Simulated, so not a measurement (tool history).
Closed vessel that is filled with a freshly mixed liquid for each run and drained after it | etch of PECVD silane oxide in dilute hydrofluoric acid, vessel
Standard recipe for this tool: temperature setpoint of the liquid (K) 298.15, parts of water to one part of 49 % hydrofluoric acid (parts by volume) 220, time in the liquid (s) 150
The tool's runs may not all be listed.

run	hour	temperature setpoint of the liquid (K)	parts of water to one part of 49 % hydrofluoric acid (parts by volume)	time in the liquid (s)	wafers since the last listed run	hours since the thermometer was replaced	hours since the hydrofluoric acid flow meter was replaced	hours since the gauge calibration	read-back film thickness of the PECVD silane oxide reference wafer, read on the same gauge (nm)	thickness taken off the PECVD silane oxide on a monitor wafer (angstrom)
1	0.0	298.15	220	190	0	1416.9	1215.8	459.7	49.98	284.0
2	57.6	298.15	220	190	4516	1474.5	1273.4	517.3	49.99	281.1
3	103.9	298.15	220	150	3630	1520.8	1319.7	563.6	50.01	221.9
4	139.4	298.15	220	150	2783	1556.3	1355.2	599.1	50.01	225.4
5	186.5	298.15	220	150	3693	1603.4	1402.3	646.2	50.00	221.4
6	257.1	298.15	220	200	5536	1674.0	1472.9	716.8	49.98	294.4
7	301.3	296.15	220	150	3465	1718.2	1517.1	761.0	50.01	211.8
8	348.0	296.15	220	150	3662	1764.9	1563.8	807.7	49.98	211.9
9	403.0	298.15	220	150	4312	1819.9	1618.8	862.7	50.02	227.8
10	469.5	298.15	220	150	5214	1886.4	1685.3	929.2	50.02	225.9
11	576.7	298.15	220	150	8406	1993.6	1792.5	1036.4	49.99	231.8
# hour 577.2: gauge calibrated
12	625.7	298.15	220	150	3842	2042.6	1841.5	48.5	50.00	227.1
13	678.4	298.15	220	150	4132	2095.3	1894.2	101.2	50.01	231.4
14	743.9	298.15	220	150	5136	2160.8	1959.7	166.7	49.97	231.4
15	795.2	298.15	220	150	4022	2212.1	2011.0	218.0	50.01	233.1
16	917.0	298.15	220	150	9551	2333.9	2132.8	339.8	50.01	237.8
# hour 960.9: hydrofluoric acid flow meter replaced
17	984.1	298.15	220	150	5183	2401.0	23.2	406.9	50.01	202.7
# hour 1008.8: thermometer replaced
18	1010.0	294.65	310	120	1952	1.2	49.1	432.8	50.00	93.6
19	1045.5	298.15	220	115	2783	36.7	84.6	468.3	50.01	156.7
20	1100.2	293.65	220	150	4289	91.4	139.3	523.0	50.00	171.6
21	1150.9	296.15	220	190	3975	142.1	190.0	573.7	49.99	242.9
22	1200.3	298.15	220	150	3873	191.5	239.4	623.1	49.99	203.6
23	1228.9	298.15	220	110	2242	220.1	268.0	651.7	50.00	152.2
24	1257.7	298.15	285	185	2258	248.9	296.8	680.5	49.98	186.0
25	1314.0	298.15	220	220	4414	305.2	353.1	736.8	50.01	306.1
26	1385.9	301.65	155	150	5638	377.1	425.0	808.7	49.99	360.1
27	1440.4	298.15	190	110	4273	431.6	479.5	863.2	50.02	184.4
28	1477.7	294.65	310	120	2924	468.9	516.8	900.5	50.00	98.3
29	1523.6	298.15	220	150	3599	514.8	562.7	946.4	50.01	211.5
30	1587.1	298.15	220	150	4979	578.3	626.2	1009.9	50.03	212.2
# hour 1590.4: gauge calibrated
31	1644.4	300.15	220	150	4493	635.6	683.5	54.0	49.99	232.1
32	1691.9	298.15	175	150	3724	683.1	731.0	101.5	49.99	281.9
33	1719.8	294.15	295	190	2187	711.0	758.9	129.4	50.02	164.7
34	1776.3	296.15	220	150	4430	767.5	815.4	185.9	49.99	194.6

Run by run, hidden condition taken away, random variation retained:
What the log doesn't record here: liquid colder than its thermometer reads (K); hydrofluoric acid flow above the setpoint (%); gauge reads high (%).
run	thickness taken off the PECVD silane oxide on a monitor wafer (angstrom)
1	258.7
2	255.1
3	200.8
4	203.5
5	199.3
6	263.8
7	189.4
8	188.9
9	202.2
10	199.6
11	203.4
12	198.7
13	201.8
14	201.0
15	201.8
16	204.3
17	202.3
18	93.3
19	155.7
20	169.9
21	239.6
22	200.1
23	149.3
24	182.0
25	298.5
26	349.8
27	178.3
28	94.6
29	203.2
30	203.1
31	221.1
32	268.2
33	156.0
34	183.9
